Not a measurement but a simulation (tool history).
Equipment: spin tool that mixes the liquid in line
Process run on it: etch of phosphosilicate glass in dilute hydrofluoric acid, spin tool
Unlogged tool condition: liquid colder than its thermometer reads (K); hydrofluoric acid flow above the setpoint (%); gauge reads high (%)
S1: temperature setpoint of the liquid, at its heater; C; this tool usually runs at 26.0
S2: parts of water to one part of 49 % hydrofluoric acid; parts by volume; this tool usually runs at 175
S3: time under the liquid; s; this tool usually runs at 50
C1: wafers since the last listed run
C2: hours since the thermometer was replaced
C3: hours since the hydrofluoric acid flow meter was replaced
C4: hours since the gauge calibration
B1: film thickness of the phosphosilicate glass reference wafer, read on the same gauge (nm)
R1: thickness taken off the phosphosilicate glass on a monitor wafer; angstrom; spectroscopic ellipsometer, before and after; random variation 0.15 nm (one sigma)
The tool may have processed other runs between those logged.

run 1 hour=0.0 | S1=25.0 S2=175 S3=50 | C1=0 C2=531.4 C3=494.2 C4=484.9 | B1=140.00 | R1=388.3
run 2 hour=40.9 | S1=25.0 S2=175 S3=50 | C1=401 C2=572.3 C3=535.1 C4=525.8 | B1=139.95 | R1=391.8
-- hour=58.7 gauge calibrated
-- hour=80.2 hydrofluoric acid flow meter replaced
run 3 hour=93.2 | S1=25.0 S2=175 S3=50 | C1=503 C2=624.6 C3=13.0 C4=34.5 | B1=139.99 | R1=375.5
run 4 hour=142.3 | S1=26.0 S2=150 S3=50 | C1=482 C2=673.7 C3=62.1 C4=83.6 | B1=140.02 | R1=466.6
run 5 hour=211.0 | S1=27.5 S2=135 S3=50 | C1=674 C2=742.4 C3=130.8 C4=152.3 | B1=140.02 | R1=563.3
run 6 hour=240.0 | S1=27.5 S2=135 S3=50 | C1=284 C2=771.4 C3=159.8 C4=181.3 | B1=140.00 | R1=567.8
run 7 hour=273.8 | S1=26.0 S2=175 S3=50 | C1=332 C2=805.2 C3=193.6 C4=215.1 | B1=140.01 | R1=394.4
run 8 hour=313.0 | S1=26.0 S2=175 S3=50 | C1=385 C2=844.4 C3=232.8 C4=254.3 | B1=139.95 | R1=396.4
run 9 hour=355.3 | S1=26.0 S2=175 S3=50 | C1=415 C2=886.7 C3=275.1 C4=296.6 | B1=140.03 | R1=396.6
-- hour=387.7 thermometer replaced
run 10 hour=406.8 | S1=26.0 S2=175 S3=50 | C1=496 C2=19.1 C3=326.6 C4=348.1 | B1=139.98 | R1=398.9
run 11 hour=442.2 | S1=26.0 S2=105 S3=50 | C1=347 C2=54.5 C3=362.0 C4=383.5 | B1=140.01 | R1=722.2
run 12 hour=505.5 | S1=22.0 S2=175 S3=50 | C1=621 C2=117.8 C3=425.3 C4=446.8 | B1=140.04 | R1=345.8
-- hour=611.3 hydrofluoric acid flow meter replaced
run 13 hour=620.5 | S1=25.0 S2=175 S3=50 | C1=1119 C2=232.8 C3=9.2 C4=561.8 | B1=139.99 | R1=398.2
run 14 hour=667.4 | S1=21.0 S2=210 S3=50 | C1=460 C2=279.7 C3=56.1 C4=608.7 | B1=140.00 | R1=277.9
run 15 hour=710.9 | S1=24.0 S2=210 S3=35 | C1=427 C2=323.2 C3=99.6 C4=652.2 | B1=140.05 | R1=218.1
-- hour=725.2 gauge calibrated
run 16 hour=762.7 | S1=30.0 S2=205 S3=50 | C1=508 C2=375.0 C3=151.4 C4=37.5 | B1=140.04 | R1=402.0
run 17 hour=816.8 | S1=26.0 S2=175 S3=50 | C1=531 C2=429.1 C3=205.5 C4=91.6 | B1=139.98 | R1=420.9
run 18 hour=863.0 | S1=27.5 S2=135 S3=50 | C1=453 C2=475.3 C3=251.7 C4=137.8 | B1=139.99 | R1=603.4
-- hour=880.3 hydrofluoric acid flow meter replaced, repeated, since the last time left the tool worse
run 19 hour=905.4 | S1=26.0 S2=95 S3=75 | C1=406 C2=517.7 C3=25.1 C4=180.2 | B1=140.00 | R1=1180.5

Run 20 has not been measured yet. What should we expect?
run 20 hour=964.1 | S1=26.0 S2=175 S3=65 | C1=576 C2=576.4 C3=83.8 C4=238.9 | B1=? | R1=?

For run 20 the tool returned B1 139.98, R1 505.8 angstrom.
Had the tool carried no hidden state, the very same run would have given R1 501.1 angstrom.
